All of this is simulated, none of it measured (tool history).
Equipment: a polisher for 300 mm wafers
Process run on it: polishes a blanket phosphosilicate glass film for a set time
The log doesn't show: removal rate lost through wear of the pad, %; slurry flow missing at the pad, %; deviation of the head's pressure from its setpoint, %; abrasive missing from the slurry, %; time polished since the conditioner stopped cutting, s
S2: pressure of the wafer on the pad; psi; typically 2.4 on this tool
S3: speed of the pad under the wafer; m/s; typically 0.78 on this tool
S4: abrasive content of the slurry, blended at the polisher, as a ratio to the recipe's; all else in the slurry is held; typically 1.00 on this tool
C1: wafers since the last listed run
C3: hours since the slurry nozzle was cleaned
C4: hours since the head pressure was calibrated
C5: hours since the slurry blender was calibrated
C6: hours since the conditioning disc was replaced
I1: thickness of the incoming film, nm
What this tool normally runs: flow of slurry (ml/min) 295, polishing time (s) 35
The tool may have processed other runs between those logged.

run 1 hour=0.0 | flow_of_slurry_(ml/min)=295 S2=2.4 S3=0.78 S4=1.00 polishing_time_(s)=35 | C1=0 wafers_polished_on_this_pad=657 C3=165.6 C4=1069.1 C5=120.7 C6=24.7 | I1=4697.2 | film_removed_(nm)=190.7
run 2 hour=17.0 | flow_of_slurry_(ml/min)=295 S2=2.4 S3=0.78 S4=1.00 polishing_time_(s)=35 | C1=170 wafers_polished_on_this_pad=828 C3=182.6 C4=1086.1 C5=137.7 C6=41.7 | I1=4770.6 | film_removed_(nm)=182.1
run 3 hour=38.6 | flow_of_slurry_(ml/min)=295 S2=2.4 S3=0.78 S4=1.00 polishing_time_(s)=35 | C1=216 wafers_polished_on_this_pad=1044 C3=204.2 C4=1107.7 C5=159.3 C6=63.3 | I1=4803.0 | film_removed_(nm)=176.9
-- hour=69.6 worn pad replaced by a new one
run 4 hour=70.1 | flow_of_slurry_(ml/min)=295 S2=2.4 S3=0.78 S4=1.00 polishing_time_(s)=35 | C1=275 wafers_polished_on_this_pad=4 C3=235.7 C4=1139.2 C5=190.8 C6=94.8 | I1=4734.7 | film_removed_(nm)=169.7
run 5 hour=90.8 | flow_of_slurry_(ml/min)=295 S2=2.4 S3=0.78 S4=1.00 polishing_time_(s)=35 | C1=207 wafers_polished_on_this_pad=212 C3=256.4 C4=1159.9 C5=211.5 C6=115.5 | I1=4690.5 | film_removed_(nm)=170.1
run 6 hour=115.8 | flow_of_slurry_(ml/min)=295 S2=2.4 S3=0.78 S4=1.00 polishing_time_(s)=35 | C1=250 wafers_polished_on_this_pad=462 C3=281.4 C4=1184.9 C5=236.5 C6=140.5 | I1=4660.0 | film_removed_(nm)=169.6
-- hour=146.0 conditioning disc replaced and pad reconditioned
run 7 hour=149.0 | flow_of_slurry_(ml/min)=295 S2=2.4 S3=0.78 S4=1.00 polishing_time_(s)=35 | C1=312 wafers_polished_on_this_pad=775 C3=314.6 C4=1218.1 C5=269.7 C6=3.0 | I1=4725.7 | film_removed_(nm)=161.1
run 8 hour=175.5 | flow_of_slurry_(ml/min)=295 S2=2.4 S3=0.78 S4=1.00 polishing_time_(s)=35 | C1=265 wafers_polished_on_this_pad=1040 C3=341.1 C4=1244.6 C5=296.2 C6=29.5 | I1=4678.2 | film_removed_(nm)=150.6
run 9 hour=190.1 | flow_of_slurry_(ml/min)=295 S2=2.8 S3=0.78 S4=1.00 polishing_time_(s)=27 | C1=146 wafers_polished_on_this_pad=1187 C3=355.7 C4=1259.2 C5=310.8 C6=44.1 | I1=4729.9 | film_removed_(nm)=127.0
-- hour=200.4 worn pad replaced by a new one
run 10 hour=202.3 | flow_of_slurry_(ml/min)=295 S2=2.4 S3=0.78 S4=0.90 polishing_time_(s)=35 | C1=82 wafers_polished_on_this_pad=19 C3=367.9 C4=1271.4 C5=323.0 C6=56.3 | I1=4668.2 | film_removed_(nm)=139.1
-- hour=219.1 conditioning disc replaced and pad reconditioned, repeated, since the last time left the tool worse
-- hour=229.4 head pressure recalibrated
run 11 hour=232.2 | flow_of_slurry_(ml/min)=340 S2=2.4 S3=0.54 S4=1.00 polishing_time_(s)=35 | C1=259 wafers_polished_on_this_pad=278 C3=397.8 C4=2.8 C5=352.9 C6=13.1 | I1=4677.2 | film_removed_(nm)=139.9
-- hour=236.8 slurry blender recalibrated
run 12 hour=250.2 | flow_of_slurry_(ml/min)=295 S2=2.4 S3=0.60 S4=1.25 polishing_time_(s)=35 | C1=160 wafers_polished_on_this_pad=438 C3=415.8 C4=20.8 C5=13.4 C6=31.1 | I1=4765.1 | film_removed_(nm)=168.4
run 13 hour=270.0 | flow_of_slurry_(ml/min)=295 S2=2.4 S3=0.78 S4=0.75 polishing_time_(s)=35 | C1=198 wafers_polished_on_this_pad=637 C3=435.6 C4=40.6 C5=33.2 C6=50.9 | I1=4702.7 | film_removed_(nm)=146.3

Forecast run 14:
run 14 hour=284.9 | flow_of_slurry_(ml/min)=295 S2=2.4 S3=0.78 S4=1.00 polishing_time_(s)=35 | C1=149 wafers_polished_on_this_pad=786 C3=450.5 C4=55.5 C5=48.1 C6=65.8 | I1=4643.1 | film_removed_(nm)=?

film removed (nm): 172.8
Without the tool's hidden state the same run would have given film removed (nm) 199.7.

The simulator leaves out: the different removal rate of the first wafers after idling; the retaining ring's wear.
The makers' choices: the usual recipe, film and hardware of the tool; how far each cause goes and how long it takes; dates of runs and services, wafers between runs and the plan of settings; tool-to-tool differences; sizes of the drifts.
